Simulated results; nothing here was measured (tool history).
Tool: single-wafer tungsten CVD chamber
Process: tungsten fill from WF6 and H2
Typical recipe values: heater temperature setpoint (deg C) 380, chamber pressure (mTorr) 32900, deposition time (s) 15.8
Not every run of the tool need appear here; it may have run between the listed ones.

| run | day | heater temperature setpoint (deg C) | chamber pressure (mTorr) | deposition time (s) | read-back reference wafer on the same gauge, thickness_nm | mean film thickness on the monitor wafer (nm) |
|---|---|---|---|---|---|---|
| 1 | 0 | 380 | 32900 | 15.8 | 29.011 | 32.787 |
| 2 | 1.471 | 380 | 32900 | 15.8 | 29.006 | 32.749 |
| 3 | 2.821 | 380 | 32900 | 14.5 | 29.027 | 30.113 |
| 4 | 3.596 | 380 | 32900 | 15.8 | 29.012 | 32.772 |
| 5 | 4.254 | 380 | 32900 | 15.8 | 29.01 | 32.806 |
| 6 | 5.375 | 380 | 32900 | 15.8 | 28.994 | 32.894 |
| 7 | 6.462 | 380 | 32900 | 15.8 | 29.001 | 32.755 |
| 8 | 7.917 | 380 | 32900 | 15.8 | 29.02 | 32.819 |
|  | 8.288 | showerhead replaced |
| 9 | 8.562 | 380 | 32900 | 15.8 | 28.979 | 32.841 |
|  | 9.004 | thermocouple changed; heater temperature recalibrated |
| 10 | 9.2 | 384 | 39300 | 13.6 | 29.002 | 33.041 |
|  | 9.983 | gauge calibrated |
| 11 | 10.038 | 380 | 32900 | 15.8 | 29.008 | 32.726 |
|  | 10.588 | capacitance manometer re-zeroed and calibrated |
| 12 | 11.412 | 380 | 32900 | 15.8 | 29.005 | 31.776 |
| 13 | 12.212 | 367 | 37200 | 14.5 | 28.986 | 22.649 |
| 14 | 13.029 | 387 | 32900 | 13.8 | 29.022 | 32.401 |
| 15 | 14.004 | 389 | 32900 | 15.8 | 29.011 | 38.584 |
| 16 | 15.371 | 384 | 36100 | 14.6 | 28.999 | 33.45 |
| 17 | 16.512 | 380 | 32900 | 15.8 | 29.007 | 31.988 |
| 18 | 17.379 | 384 | 26400 | 14.8 | 29.005 | 29.722 |
| 19 | 18.188 | 380 | 32900 | 17.5 | 28.997 | 35.511 |

List, for all runs, the conditions of the tool that the log does not record:
wafer temperature above the value expected at the setpoint (K): 0 in every run
gauge reads high (%): 0 in every run
H1: true pressure above the setpoint (%)
| run | H1 |
|---|---|
| 1 | 8.48 |
| 2 | 8.51 |
| 3 | 8.55 |
| 4 | 8.56 |
| 5 | 8.58 |
| 6 | 8.6 |
| 7 | 8.62 |
| 8 | 8.65 |
| 9 | 8.66 |
| 10 | 8.68 |
| 11 | 8.69 |
| 12 | 0.00817 |
| 13 | 0.303 |
| 14 | 0.593 |
| 15 | 0.925 |
| 16 | 1.37 |
| 17 | 1.71 |
| 18 | 1.97 |
| 19 | 2.19 |

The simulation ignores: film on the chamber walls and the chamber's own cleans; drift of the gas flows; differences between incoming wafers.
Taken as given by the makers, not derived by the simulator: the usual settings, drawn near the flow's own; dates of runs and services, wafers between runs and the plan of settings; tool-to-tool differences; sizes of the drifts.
